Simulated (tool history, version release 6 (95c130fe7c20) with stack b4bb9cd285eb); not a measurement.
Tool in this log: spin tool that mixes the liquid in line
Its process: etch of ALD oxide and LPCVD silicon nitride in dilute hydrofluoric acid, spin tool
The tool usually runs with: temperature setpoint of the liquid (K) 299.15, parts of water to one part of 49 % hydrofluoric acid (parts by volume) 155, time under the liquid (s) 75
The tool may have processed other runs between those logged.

| run | hour | temperature setpoint of the liquid (K) | parts of water to one part of 49 % hydrofluoric acid (parts by volume) | time under the liquid (s) | wafers since the last listed run | hours since the thermometer was replaced | hours since the hydrofluoric acid flow meter was replaced | hours since the gauge calibration | read-back film thickness of the ALD oxide reference wafer, read on the same gauge (nm) | thickness taken off the ALD oxide on a monitor wafer (angstrom) |
|---|---|---|---|---|---|---|---|---|---|---|
| 1 | 0.0 | 296.65 | 75 | 110 | 0 | 28.5 | 136.6 | 1263.0 | 40.01 | 184.0 |
| 2 | 23.0 | 301.65 | 210 | 90 | 142 | 51.5 | 159.6 | 1286.0 | 40.01 | 56.0 |
| 3 | 44.1 | 299.15 | 130 | 105 | 131 | 72.6 | 180.7 | 1307.1 | 40.02 | 104.4 |
| 4 | 69.5 | 299.15 | 155 | 95 | 157 | 98.0 | 206.1 | 1332.5 | 39.98 | 77.0 |
| 5 | 104.2 | 299.15 | 155 | 75 | 215 | 132.7 | 240.8 | 1367.2 | 39.99 | 61.3 |
| 6 | 131.7 | 295.15 | 110 | 60 | 170 | 160.2 | 268.3 | 1394.7 | 40.00 | 63.1 |
| 7 | 146.7 | 295.65 | 155 | 75 | 93 | 175.2 | 283.3 | 1409.7 | 40.00 | 53.8 |
| 8 | 178.5 | 299.15 | 100 | 75 | 197 | 207.0 | 315.1 | 1441.5 | 39.98 | 101.5 |
|  | 186.8 | gauge calibrated |
| 9 | 203.9 | 300.65 | 155 | 30 | 157 | 232.4 | 340.5 | 17.1 | 40.00 | 26.1 |
| 10 | 238.1 | 299.15 | 100 | 110 | 212 | 266.6 | 374.7 | 51.3 | 39.98 | 151.6 |
| 11 | 261.6 | 299.15 | 130 | 75 | 146 | 290.1 | 398.2 | 74.8 | 39.99 | 76.6 |
| 12 | 296.2 | 299.15 | 225 | 100 | 215 | 324.7 | 432.8 | 109.4 | 40.00 | 53.2 |
| 13 | 331.3 | 299.15 | 155 | 75 | 218 | 359.8 | 467.9 | 144.5 | 39.98 | 62.3 |
| 14 | 346.2 | 303.15 | 155 | 75 | 92 | 374.7 | 482.8 | 159.4 | 39.99 | 73.1 |
| 15 | 360.7 | 303.65 | 155 | 75 | 90 | 389.2 | 497.3 | 173.9 | 39.99 | 74.7 |
| 16 | 393.2 | 294.15 | 95 | 115 | 202 | 421.7 | 529.8 | 206.4 | 39.97 | 139.9 |
| 17 | 414.4 | 299.15 | 155 | 75 | 131 | 442.9 | 551.0 | 227.6 | 40.02 | 64.0 |
| 18 | 449.2 | 299.15 | 155 | 75 | 216 | 477.7 | 585.8 | 262.4 | 40.00 | 63.4 |
| 19 | 479.7 | 299.15 | 90 | 75 | 189 | 508.2 | 616.3 | 292.9 | 40.01 | 117.9 |
| 20 | 496.1 | 295.65 | 155 | 60 | 101 | 524.6 | 632.7 | 309.3 | 39.99 | 45.6 |
| 21 | 525.2 | 299.15 | 115 | 75 | 180 | 553.7 | 661.8 | 338.4 | 39.97 | 89.6 |
| 22 | 549.8 | 299.15 | 155 | 75 | 152 | 578.3 | 686.4 | 363.0 | 40.01 | 64.7 |
| 23 | 582.9 | 299.15 | 75 | 75 | 205 | 611.4 | 719.5 | 396.1 | 40.00 | 146.6 |
| 24 | 610.6 | 297.15 | 155 | 55 | 172 | 639.1 | 747.2 | 423.8 | 40.00 | 43.5 |
| 25 | 646.1 | 303.65 | 75 | 30 | 220 | 674.6 | 782.7 | 459.3 | 40.00 | 70.9 |

Consider 5 possible next runs. They are alternatives, not a sequence: every one starts from the tool as it was left by run 25. What does each give?
| A | 646.5 | 299.15 | 155 | 75 | 2 | 675.0 | 783.1 | 459.7 | ? | ? |
| B | 646.5 | 299.15 | 225 | 75 | 2 | 675.0 | 783.1 | 459.7 | ? | ? |
| C | 646.5 | 299.15 | 90 | 95 | 2 | 675.0 | 783.1 | 459.7 | ? | ? |
| D | 646.5 | 295.15 | 215 | 75 | 2 | 675.0 | 783.1 | 459.7 | ? | ? |
| E | 646.5 | 299.15 | 95 | 50 | 2 | 675.0 | 783.1 | 459.7 | ? | ? |

| run | read-back film thickness of the ALD oxide reference wafer, read on the same gauge (nm) | thickness taken off the ALD oxide on a monitor wafer (angstrom) |
|---|---|---|
| A | 40.00 | 64.9 |
| B | 40.00 | 41.3 |
| C | 40.00 | 153.2 |
| D | 40.00 | 37.8 |
| E | 40.00 | 75.9 |
Had the tool no hidden state, the same runs would have come out as:
| run | thickness taken off the ALD oxide on a monitor wafer (angstrom) |
|---|---|
| A | 59.6 |
| B | 37.9 |
| C | 141.0 |
| D | 34.7 |
| E | 69.9 |
